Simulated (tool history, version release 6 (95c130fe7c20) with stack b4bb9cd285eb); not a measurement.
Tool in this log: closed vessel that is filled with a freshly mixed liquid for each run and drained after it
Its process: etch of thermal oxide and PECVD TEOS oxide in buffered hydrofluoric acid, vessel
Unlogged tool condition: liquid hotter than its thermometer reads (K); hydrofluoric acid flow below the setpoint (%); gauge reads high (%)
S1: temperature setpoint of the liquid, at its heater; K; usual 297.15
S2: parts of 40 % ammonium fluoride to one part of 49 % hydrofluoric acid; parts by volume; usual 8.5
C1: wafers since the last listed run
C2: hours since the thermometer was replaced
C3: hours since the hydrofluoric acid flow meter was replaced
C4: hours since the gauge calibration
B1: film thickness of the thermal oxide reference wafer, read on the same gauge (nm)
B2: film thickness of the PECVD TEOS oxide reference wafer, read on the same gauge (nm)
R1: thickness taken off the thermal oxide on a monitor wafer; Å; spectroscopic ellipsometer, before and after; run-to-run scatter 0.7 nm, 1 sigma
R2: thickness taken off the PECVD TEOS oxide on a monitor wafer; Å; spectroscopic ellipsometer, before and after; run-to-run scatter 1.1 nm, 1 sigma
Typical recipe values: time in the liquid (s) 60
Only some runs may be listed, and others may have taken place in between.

{"run": 1, "hour": 0.0, "S1": 293.65, "S2": 8.5, "time in the liquid (s)": 60, "C1": 0, "C2": 1556.3, "C3": 1638.4, "C4": 79.5, "B1": 79.97, "B2": 110.01, "R1": 528.5, "R2": 1413.6}
{"run": 2, "hour": 16.0, "S1": 297.15, "S2": 8.5, "time in the liquid (s)": 80, "C1": 2196, "C2": 1572.3, "C3": 1654.4, "C4": 95.5, "B1": 79.98, "B2": 110.01, "R1": 860, "R2": 2281.2}
{"run": 3, "hour": 38.0, "S1": 297.15, "S2": 8.5, "time in the liquid (s)": 60, "C1": 3020, "C2": 1594.3, "C3": 1676.4, "C4": 117.5, "B1": 80.03, "B2": 109.98, "R1": 637.2, "R2": 1724}
{"run": 4, "hour": 70.4, "S1": 297.15, "S2": 8.5, "time in the liquid (s)": 60, "C1": 4448, "C2": 1626.7, "C3": 1708.8, "C4": 149.9, "B1": 80.02, "B2": 109.99, "R1": 638.8, "R2": 1703.4}
{"run": 5, "hour": 91.5, "S1": 297.15, "S2": 8.5, "time in the liquid (s)": 60, "C1": 2897, "C2": 1647.8, "C3": 1729.9, "C4": 171, "B1": 80.01, "B2": 109.99, "R1": 628.2, "R2": 1706.7}
{"hour": 102.0, "done": "thermometer replaced"}
{"run": 6, "hour": 123.1, "S1": 297.15, "S2": 7, "time in the liquid (s)": 60, "C1": 4201, "C2": 21.1, "C3": 1761.5, "C4": 202.6, "B1": 80.03, "B2": 110, "R1": 758.3, "R2": 2045}
{"run": 7, "hour": 148.1, "S1": 297.15, "S2": 7, "time in the liquid (s)": 60, "C1": 3432, "C2": 46.1, "C3": 1786.5, "C4": 227.6, "B1": 79.99, "B2": 110, "R1": 757.5, "R2": 2046.3}
{"run": 8, "hour": 169.3, "S1": 297.15, "S2": 8.5, "time in the liquid (s)": 60, "C1": 2910, "C2": 67.3, "C3": 1807.7, "C4": 248.8, "B1": 79.97, "B2": 109.99, "R1": 634.5, "R2": 1694.3}
{"run": 9, "hour": 191.1, "S1": 297.15, "S2": 8.5, "time in the liquid (s)": 60, "C1": 2993, "C2": 89.1, "C3": 1829.5, "C4": 270.6, "B1": 80.04, "B2": 110, "R1": 633.2, "R2": 1699.9}
{"run": 10, "hour": 206.8, "S1": 293.15, "S2": 11, "time in the liquid (s)": 30, "C1": 2155, "C2": 104.8, "C3": 1845.2, "C4": 286.3, "B1": 80.02, "B2": 110.01, "R1": 199.6, "R2": 534.8}
{"run": 11, "hour": 225.6, "S1": 297.15, "S2": 8.5, "time in the liquid (s)": 60, "C1": 2581, "C2": 123.6, "C3": 1864, "C4": 305.1, "B1": 79.98, "B2": 110, "R1": 629.3, "R2": 1694.7}
{"run": 12, "hour": 259.8, "S1": 295.15, "S2": 8.5, "time in the liquid (s)": 85, "C1": 4695, "C2": 157.8, "C3": 1898.2, "C4": 339.3, "B1": 79.95, "B2": 110.02, "R1": 803.3, "R2": 2181.7}
{"run": 13, "hour": 288.3, "S1": 297.15, "S2": 9.5, "time in the liquid (s)": 75, "C1": 3913, "C2": 186.3, "C3": 1926.7, "C4": 367.8, "B1": 79.99, "B2": 110.01, "R1": 716.7, "R2": 1916.9}
{"run": 14, "hour": 301.4, "S1": 297.15, "S2": 8.5, "time in the liquid (s)": 60, "C1": 1798, "C2": 199.4, "C3": 1939.8, "C4": 380.9, "B1": 80.01, "B2": 109.99, "R1": 627.1, "R2": 1703.2}
{"run": 15, "hour": 323.4, "S1": 292.65, "S2": 9.5, "time in the liquid (s)": 30, "C1": 3020, "C2": 221.4, "C3": 1961.8, "C4": 402.9, "B1": 80.05, "B2": 109.99, "R1": 222.9, "R2": 592.7}
{"run": 16, "hour": 348.7, "S1": 297.15, "S2": 8.5, "time in the liquid (s)": 60, "C1": 3473, "C2": 246.7, "C3": 1987.1, "C4": 428.2, "B1": 79.97, "B2": 110.03, "R1": 625.5, "R2": 1695.8}

What will run 17 give?
{"run": 17, "hour": 364.5, "S1": 297.15, "S2": 8.5, "time in the liquid (s)": 60, "C1": 2169, "C2": 262.5, "C3": 2002.9, "C4": 444, "B1": "?", "B2": "?", "R1": "?", "R2": "?"}

{"run 17": {"B1": 79.99, "B2": 110, "R1": 640.6, "R2": 1678.6}}
Had the tool carried no hidden state, the very same run would have given R1 723.8 Å, R2 1896.8 Å.
